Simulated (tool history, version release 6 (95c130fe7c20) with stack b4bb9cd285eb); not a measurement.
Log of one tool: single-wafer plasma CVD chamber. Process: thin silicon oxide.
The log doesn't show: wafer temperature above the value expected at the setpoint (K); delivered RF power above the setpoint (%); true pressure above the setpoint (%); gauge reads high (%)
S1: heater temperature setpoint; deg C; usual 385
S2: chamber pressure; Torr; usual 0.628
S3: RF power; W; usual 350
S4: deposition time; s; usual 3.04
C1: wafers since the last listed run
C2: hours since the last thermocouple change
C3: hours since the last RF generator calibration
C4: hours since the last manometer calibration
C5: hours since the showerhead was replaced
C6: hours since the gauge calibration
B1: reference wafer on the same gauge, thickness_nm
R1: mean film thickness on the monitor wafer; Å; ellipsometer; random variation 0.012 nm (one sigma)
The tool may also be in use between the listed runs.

{"run": 1, "hour": 0.0, "S1": 385, "S2": 0.628, "S3": 350, "S4": 3.04, "C1": 0, "C2": 1030.4, "C3": 2214.9, "C4": 1113.4, "C5": 3732.8, "C6": 180.5, "B1": 4.439, "R1": 41.9}
{"hour": 4.7, "done": "RF generator calibrated"}
{"run": 2, "hour": 78.2, "S1": 385, "S2": 0.628, "S3": 350, "S4": 3.04, "C1": 3369, "C2": 1108.6, "C3": 73.5, "C4": 1191.6, "C5": 3811.0, "C6": 258.7, "B1": 4.439, "R1": 43.04}
{"run": 3, "hour": 115.1, "S1": 385, "S2": 0.628, "S3": 385, "S4": 3.51, "C1": 1691, "C2": 1145.5, "C3": 110.4, "C4": 1228.5, "C5": 3847.9, "C6": 295.6, "B1": 4.442, "R1": 51.19}
{"run": 4, "hour": 179.0, "S1": 385, "S2": 0.628, "S3": 385, "S4": 3.51, "C1": 2929, "C2": 1209.4, "C3": 174.3, "C4": 1292.4, "C5": 3911.8, "C6": 359.5, "B1": 4.44, "R1": 51.42}
{"run": 5, "hour": 264.8, "S1": 385, "S2": 0.628, "S3": 350, "S4": 3.04, "C1": 3933, "C2": 1295.2, "C3": 260.1, "C4": 1378.2, "C5": 3997.6, "C6": 445.3, "B1": 4.442, "R1": 42.82}
{"hour": 293.8, "done": "thermocouple changed; heater temperature recalibrated"}
{"run": 6, "hour": 357.8, "S1": 385, "S2": 0.628, "S3": 350, "S4": 3.04, "C1": 3897, "C2": 64.0, "C3": 353.1, "C4": 1471.2, "C5": 4090.6, "C6": 538.3, "B1": 4.438, "R1": 42.77}
{"run": 7, "hour": 453.5, "S1": 385, "S2": 0.628, "S3": 385, "S4": 3.04, "C1": 4387, "C2": 159.7, "C3": 448.8, "C4": 1566.9, "C5": 4186.3, "C6": 634.0, "B1": 4.44, "R1": 44.31}
{"run": 8, "hour": 497.4, "S1": 385, "S2": 0.628, "S3": 385, "S4": 3.04, "C1": 2012, "C2": 203.6, "C3": 492.7, "C4": 1610.8, "C5": 4230.2, "C6": 677.9, "B1": 4.44, "R1": 44.08}
{"run": 9, "hour": 729.8, "S1": 385, "S2": 0.628, "S3": 350, "S4": 3.04, "C1": 10655, "C2": 436.0, "C3": 725.1, "C4": 1843.2, "C5": 4462.6, "C6": 910.3, "B1": 4.44, "R1": 42.7}
{"run": 10, "hour": 821.9, "S1": 385, "S2": 0.628, "S3": 350, "S4": 3.04, "C1": 4222, "C2": 528.1, "C3": 817.2, "C4": 1935.3, "C5": 4554.7, "C6": 1002.4, "B1": 4.438, "R1": 42.8}
{"run": 11, "hour": 921.0, "S1": 385, "S2": 0.628, "S3": 370, "S4": 3.04, "C1": 4543, "C2": 627.2, "C3": 916.3, "C4": 2034.4, "C5": 4653.8, "C6": 1101.5, "B1": 4.442, "R1": 43.71}
{"hour": 973.6, "done": "showerhead replaced"}
{"run": 12, "hour": 974.1, "S1": 385, "S2": 0.505, "S3": 350, "S4": 2.92, "C1": 2067, "C2": 680.3, "C3": 969.4, "C4": 2087.5, "C5": 0.5, "C6": 1154.6, "B1": 4.443, "R1": 35.57}
{"run": 13, "hour": 1008.8, "S1": 385, "S2": 0.505, "S3": 350, "S4": 2.92, "C1": 1590, "C2": 715.0, "C3": 1004.1, "C4": 2122.2, "C5": 35.2, "C6": 1189.3, "B1": 4.438, "R1": 35.55}
{"run": 14, "hour": 1077.8, "S1": 381, "S2": 0.715, "S3": 350, "S4": 3.04, "C1": 3163, "C2": 784.0, "C3": 1073.1, "C4": 2191.2, "C5": 104.2, "C6": 1258.3, "B1": 4.439, "R1": 46.99}
{"run": 15, "hour": 1172.9, "S1": 395, "S2": 0.704, "S3": 350, "S4": 3.04, "C1": 4360, "C2": 879.1, "C3": 1168.2, "C4": 2286.3, "C5": 199.3, "C6": 1353.4, "B1": 4.436, "R1": 46.01}
{"run": 16, "hour": 1343.2, "S1": 379, "S2": 0.628, "S3": 320, "S4": 2.51, "C1": 7807, "C2": 1049.4, "C3": 1338.5, "C4": 2456.6, "C5": 369.6, "C6": 1523.7, "B1": 4.441, "R1": 34.38}
{"run": 17, "hour": 1414.1, "S1": 385, "S2": 0.628, "S3": 310, "S4": 2.43, "C1": 3250, "C2": 1120.3, "C3": 1409.4, "C4": 2527.5, "C5": 440.5, "C6": 1594.6, "B1": 4.438, "R1": 32.88}
{"run": 18, "hour": 1676.1, "S1": 396, "S2": 0.628, "S3": 395, "S4": 3.04, "C1": 12012, "C2": 1382.3, "C3": 1671.4, "C4": 2789.5, "C5": 702.5, "C6": 1856.6, "B1": 4.441, "R1": 44.8}
{"hour": 1685.7, "done": "thermocouple changed; heater temperature recalibrated"}
{"run": 19, "hour": 1784.0, "S1": 385, "S2": 0.628, "S3": 350, "S4": 3.04, "C1": 4580, "C2": 98.3, "C3": 1779.3, "C4": 2897.4, "C5": 810.4, "C6": 1964.5, "B1": 4.441, "R1": 43.58}
{"hour": 1849.6, "done": "capacitance manometer re-zeroed and calibrated"}
{"hour": 1854.3, "done": "gauge calibrated"}
{"run": 20, "hour": 1871.3, "S1": 385, "S2": 0.628, "S3": 350, "S4": 3.04, "C1": 3635, "C2": 185.6, "C3": 1866.6, "C4": 21.7, "C5": 897.7, "C6": 17.0, "B1": 4.441, "R1": 41.84}
{"hour": 1935.5, "done": "RF generator calibrated"}
{"run": 21, "hour": 1960.6, "S1": 378, "S2": 0.628, "S3": 280, "S4": 2.54, "C1": 3727, "C2": 274.9, "C3": 25.1, "C4": 111.0, "C5": 987.0, "C6": 106.3, "B1": 4.441, "R1": 33.24}
{"run": 22, "hour": 2021.8, "S1": 385, "S2": 0.575, "S3": 400, "S4": 3.04, "C1": 2805, "C2": 336.1, "C3": 86.3, "C4": 172.2, "C5": 1048.2, "C6": 167.5, "B1": 4.439, "R1": 41.8}
{"run": 23, "hour": 2068.7, "S1": 385, "S2": 0.628, "S3": 350, "S4": 3.04, "C1": 2150, "C2": 383.0, "C3": 133.2, "C4": 219.1, "C5": 1095.1, "C6": 214.4, "B1": 4.438, "R1": 42.39}
{"run": 24, "hour": 2135.7, "S1": 385, "S2": 0.628, "S3": 330, "S4": 2.64, "C1": 3071, "C2": 450.0, "C3": 200.2, "C4": 286.1, "C5": 1162.1, "C6": 281.4, "B1": 4.437, "R1": 35.97}
{"run": 25, "hour": 2229.5, "S1": 385, "S2": 0.723, "S3": 350, "S4": 3.04, "C1": 4300, "C2": 543.8, "C3": 294.0, "C4": 379.9, "C5": 1255.9, "C6": 375.2, "B1": 4.441, "R1": 46.68}
{"run": 26, "hour": 2327.6, "S1": 385, "S2": 0.628, "S3": 350, "S4": 3.04, "C1": 4497, "C2": 641.9, "C3": 392.1, "C4": 478.0, "C5": 1354.0, "C6": 473.3, "B1": 4.44, "R1": 42.08}
{"run": 27, "hour": 2431.9, "S1": 385, "S2": 0.628, "S3": 350, "S4": 3.04, "C1": 4781, "C2": 746.2, "C3": 496.4, "C4": 582.3, "C5": 1458.3, "C6": 577.6, "B1": 4.438, "R1": 42.2}
{"run": 28, "hour": 2506.5, "S1": 385, "S2": 0.628, "S3": 350, "S4": 3.04, "C1": 3420, "C2": 820.8, "C3": 571.0, "C4": 656.9, "C5": 1532.9, "C6": 652.2, "B1": 4.441, "R1": 42.02}
{"run": 29, "hour": 2569.7, "S1": 385, "S2": 0.628, "S3": 350, "S4": 2.6, "C1": 2897, "C2": 884.0, "C3": 634.2, "C4": 720.1, "C5": 1596.1, "C6": 715.4, "B1": 4.441, "R1": 35.92}

3 ways to go on from here, each from the tool as it stands after run 29. What would each give?
{"run": "A", "hour": 2570.1, "S1": 385, "S2": 0.628, "S3": 350, "S4": 3.35, "C1": 18, "C2": 884.4, "C3": 634.6, "C4": 720.5, "C5": 1596.5, "C6": 715.8, "B1": "?", "R1": "?"}
{"run": "B", "hour": 2570.1, "S1": 371, "S2": 0.526, "S3": 305, "S4": 3.23, "C1": 18, "C2": 884.4, "C3": 634.6, "C4": 720.5, "C5": 1596.5, "C6": 715.8, "B1": "?", "R1": "?"}
{"run": "C", "hour": 2570.1, "S1": 385, "S2": 0.557, "S3": 350, "S4": 3.04, "C1": 18, "C2": 884.4, "C3": 634.6, "C4": 720.5, "C5": 1596.5, "C6": 715.8, "B1": "?", "R1": "?"}

run=A B1=4.437 R1=46.27
run=B B1=4.437 R1=38.07
run=C B1=4.437 R1=38.73
Without the tool's hidden state the same runs would have given:
run=A R1=47.17
run=B R1=38.83
run=C R1=39.47
